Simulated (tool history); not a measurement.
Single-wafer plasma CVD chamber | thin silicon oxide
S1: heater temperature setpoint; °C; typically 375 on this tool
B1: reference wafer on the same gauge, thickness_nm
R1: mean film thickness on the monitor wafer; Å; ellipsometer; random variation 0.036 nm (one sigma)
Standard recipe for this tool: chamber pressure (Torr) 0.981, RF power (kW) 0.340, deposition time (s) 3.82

Run 1, hour 0.0: usual settings; B1 9.753. Result: R1 88.11 Å.
Run 2, hour 70.3: usual settings; B1 9.744. Result: R1 88.17 Å.
At hour 100.9: gauge calibrated.
Run 3, hour 130.6: usual settings; B1 9.752. Result: R1 87.71 Å.
Run 4, hour 190.7: usual settings but S1 362 °C, RF power (kW) 0.315, deposition time (s) 3.57; B1 9.761. Result: R1 81.09 Å.
Run 5, hour 247.0: usual settings; B1 9.750. Result: R1 88.09 Å.
Run 6, hour 274.5: usual settings but S1 384 °C, chamber pressure (Torr) 0.792, deposition time (s) 3.16; B1 9.757. Result: R1 64.28 Å.
At hour 308.8: RF generator calibrated.
Run 7, hour 317.6: usual settings but S1 388 °C, chamber pressure (Torr) 0.839; B1 9.762. Result: R1 80.05 Å.
Run 8, hour 359.7: usual settings; B1 9.735. Result: R1 87.80 Å.
At hour 377.2: capacitance manometer re-zeroed and calibrated.
Run 9, hour 459.5: usual settings but chamber pressure (Torr) 0.857; B1 9.728. Result: R1 79.41 Å.
Run 10, hour 485.0: usual settings but S1 362 °C, RF power (kW) 0.370, deposition time (s) 4.11; B1 9.753. Result: R1 95.29 Å.
Run 11, hour 519.0: usual settings; B1 9.746. Result: R1 85.48 Å.
At hour 577.9: thermocouple changed; heater temperature recalibrated.
Run 12, hour 587.3: usual settings but S1 368 °C, chamber pressure (Torr) 1.096, RF power (kW) 0.400; B1 9.754. Result: R1 96.01 Å.
Run 13, hour 658.8: usual settings; B1 9.750. Result: R1 85.85 Å.
Run 14, hour 715.8: usual settings; B1 9.756. Result: R1 85.44 Å.
At hour 796.6: capacitance manometer re-zeroed and calibrated, repeated, since the last time left the tool worse.
Run 15, hour 824.2: usual settings but S1 362 °C, RF power (kW) 0.275, deposition time (s) 4.21; B1 9.754. Result: R1 92.99 Å.
Run 16, hour 848.3: usual settings but chamber pressure (Torr) 1.196, RF power (kW) 0.285; B1 9.769. Result: R1 93.04 Å.
Run 17, hour 894.9: usual settings but S1 362 °C, RF power (kW) 0.370, deposition time (s) 4.11; B1 9.733. Result: R1 98.80 Å.
Run 18, hour 936.4: usual settings but S1 387 °C, chamber pressure (Torr) 1.086, RF power (kW) 0.290; B1 9.751. Result: R1 88.54 Å.
Run 19, hour 978.3: usual settings; B1 9.744. Result: R1 89.85 Å.
Run 20, hour 1023.5: usual settings but RF power (kW) 0.395; B1 9.748. Result: R1 92.98 Å.
Run 21, hour 1066.0: usual settings but S1 382 °C, chamber pressure (Torr) 0.817, RF power (kW) 0.405, deposition time (s) 3.28; B1 9.770. Result: R1 72.00 Å.
Run 22, hour 1122.9: usual settings but S1 368 °C, chamber pressure (Torr) 1.096, RF power (kW) 0.400; B1 9.759. Result: R1 97.79 Å.
Run 23, hour 1162.8: usual settings; B1 9.748. Result: R1 88.96 Å.
Run 24, hour 1218.0: usual settings but RF power (kW) 0.385; B1 9.757. Result: R1 92.08 Å.
Run 25, hour 1299.7: usual settings but S1 388 °C, chamber pressure (Torr) 0.766, RF power (kW) 0.320, deposition time (s) 3.29; B1 9.746. Result: R1 64.75 Å.
Run 26, hour 1324.2: usual settings; B1 9.751. Result: R1 88.61 Å.
Run 27, hour 1394.4: usual settings but S1 367 °C, RF power (kW) 0.300, deposition time (s) 3.43; B1 9.728. Result: R1 76.87 Å.
Run 28, hour 1462.2: usual settings but S1 384 °C, chamber pressure (Torr) 0.758, RF power (kW) 0.400; B1 9.747. Result: R1 79.22 Å.

Had the tool no unlogged condition, and each run kept its random variation, what would the results have been?
Hidden conditions of the tool in this case: wafer temperature above the value expected at the setpoint (K); delivered RF power above the setpoint (%); true pressure above the setpoint (%); gauge reads high (%).
run     R1
  1  89.61
  2  89.79
  3  89.42
  4  82.76
  5  90.01
  6  65.78
  7  81.98
  8  89.90
  9  82.86
 10  99.36
 11  89.19
 12  99.46
 13  89.81
 14  89.48
 15  93.51
 16  93.57
 17  99.49
 18  89.15
 19  90.61
 20  93.85
 21  72.80
 22  98.74
 23  90.02
 24  93.27
 25  65.81
 26  89.93
 27  78.12
 28  80.85

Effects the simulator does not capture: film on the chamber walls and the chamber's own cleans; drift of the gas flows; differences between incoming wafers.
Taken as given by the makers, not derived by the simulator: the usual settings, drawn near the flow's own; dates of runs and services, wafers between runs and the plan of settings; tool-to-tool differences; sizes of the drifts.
